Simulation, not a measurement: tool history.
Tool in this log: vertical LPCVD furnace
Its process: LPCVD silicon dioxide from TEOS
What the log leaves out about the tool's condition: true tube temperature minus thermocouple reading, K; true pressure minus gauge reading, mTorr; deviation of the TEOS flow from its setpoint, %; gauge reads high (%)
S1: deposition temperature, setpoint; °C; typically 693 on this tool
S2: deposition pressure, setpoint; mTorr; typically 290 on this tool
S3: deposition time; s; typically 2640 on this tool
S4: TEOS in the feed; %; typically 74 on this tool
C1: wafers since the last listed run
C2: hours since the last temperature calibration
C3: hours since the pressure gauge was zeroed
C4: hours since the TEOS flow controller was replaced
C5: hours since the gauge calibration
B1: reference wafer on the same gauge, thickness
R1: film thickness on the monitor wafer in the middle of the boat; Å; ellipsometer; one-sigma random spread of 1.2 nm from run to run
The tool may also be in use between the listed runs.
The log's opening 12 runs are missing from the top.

run 13 hour=196.9 | S1=685 S2=290 S3=2640 S4=81 | C1=200 C2=23.5 C3=91.8 C4=66.3 C5=795.1 | B1=335.43 | R1=2500.4
run 14 hour=215.4 | S1=693 S2=290 S3=2640 S4=74 | C1=300 C2=42.0 C3=110.3 C4=84.8 C5=813.6 | B1=335.41 | R1=2889.2
run 15 hour=232.5 | S1=704 S2=220 S3=1980 S4=62 | C1=278 C2=59.1 C3=127.4 C4=101.9 C5=830.7 | B1=336.78 | R1=2214.3
run 16 hour=245.5 | S1=687 S2=290 S3=3270 S4=74 | C1=211 C2=72.1 C3=140.4 C4=114.9 C5=843.7 | B1=335.94 | R1=3096.6
run 17 hour=254.3 | S1=693 S2=290 S3=3450 S4=63 | C1=143 C2=80.9 C3=149.2 C4=123.7 C5=852.5 | B1=335.88 | R1=3456.6
run 18 hour=262.5 | S1=703 S2=320 S3=3210 S4=63 | C1=133 C2=89.1 C3=157.4 C4=131.9 C5=860.7 | B1=335.77 | R1=4271.7
-- hour=265.6 gauge calibrated
run 19 hour=281.3 | S1=693 S2=290 S3=2640 S4=74 | C1=305 C2=107.9 C3=176.2 C4=150.7 C5=15.7 | B1=336.18 | R1=2905.8
run 20 hour=291.8 | S1=693 S2=290 S3=2640 S4=74 | C1=170 C2=118.4 C3=186.7 C4=161.2 C5=26.2 | B1=336.02 | R1=2883.3
run 21 hour=309.8 | S1=693 S2=265 S3=1710 S4=67 | C1=292 C2=136.4 C3=204.7 C4=179.2 C5=44.2 | B1=336.15 | R1=1701.1
run 22 hour=326.1 | S1=687 S2=255 S3=3360 S4=69 | C1=265 C2=152.7 C3=221.0 C4=195.5 C5=60.5 | B1=336.38 | R1=2866.8
run 23 hour=347.7 | S1=681 S2=290 S3=3450 S4=84 | C1=351 C2=174.3 C3=242.6 C4=217.1 C5=82.1 | B1=336.44 | R1=2995.9
run 24 hour=357.5 | S1=693 S2=335 S3=3480 S4=74 | C1=159 C2=184.1 C3=252.4 C4=226.9 C5=91.9 | B1=336.23 | R1=4109.5
run 25 hour=372.6 | S1=701 S2=235 S3=3690 S4=66 | C1=245 C2=199.2 C3=267.5 C4=242.0 C5=107.0 | B1=335.62 | R1=4154.6
run 26 hour=391.0 | S1=693 S2=290 S3=2640 S4=74 | C1=299 C2=217.6 C3=285.9 C4=260.4 C5=125.4 | B1=335.30 | R1=2907.1
run 27 hour=413.7 | S1=701 S2=290 S3=2640 S4=60 | C1=369 C2=240.3 C3=308.6 C4=283.1 C5=148.1 | B1=335.85 | R1=3157.0
run 28 hour=429.5 | S1=693 S2=290 S3=2640 S4=74 | C1=256 C2=256.1 C3=324.4 C4=298.9 C5=163.9 | B1=335.76 | R1=2877.2
run 29 hour=445.7 | S1=693 S2=255 S3=3180 S4=80 | C1=263 C2=272.3 C3=340.6 C4=315.1 C5=180.1 | B1=335.37 | R1=3409.0
run 30 hour=453.5 | S1=701 S2=290 S3=2640 S4=69 | C1=126 C2=280.1 C3=348.4 C4=322.9 C5=187.9 | B1=335.46 | R1=3386.8
run 31 hour=469.0 | S1=698 S2=230 S3=2640 S4=74 | C1=252 C2=295.6 C3=363.9 C4=338.4 C5=203.4 | B1=335.62 | R1=2885.2

Each row is a separate what-if for the run after 31, all from the same tool condition, not one after another. Results?
run A hour=474.5 | S1=693 S2=220 S3=2640 S4=74 | C1=89 C2=301.1 C3=369.4 C4=343.9 C5=208.9 | B1=? | R1=?
run B hour=474.5 | S1=684 S2=345 S3=3420 S4=74 | C1=89 C2=301.1 C3=369.4 C4=343.9 C5=208.9 | B1=? | R1=?
run C hour=474.5 | S1=693 S2=290 S3=2640 S4=64 | C1=89 C2=301.1 C3=369.4 C4=343.9 C5=208.9 | B1=? | R1=?
run D hour=474.5 | S1=693 S2=290 S3=2190 S4=87 | C1=89 C2=301.1 C3=369.4 C4=343.9 C5=208.9 | B1=? | R1=?

run=A B1=336.04 R1=2525.6
run=B B1=336.04 R1=3307.3
run=C B1=336.04 R1=2696.7
run=D B1=336.04 R1=2608.2
Take away the tool's hidden state, keep each run's random variation, and the runs would have read:
run=A R1=2493.5
run=B R1=3264.4
run=C R1=2662.4
run=D R1=2575.0
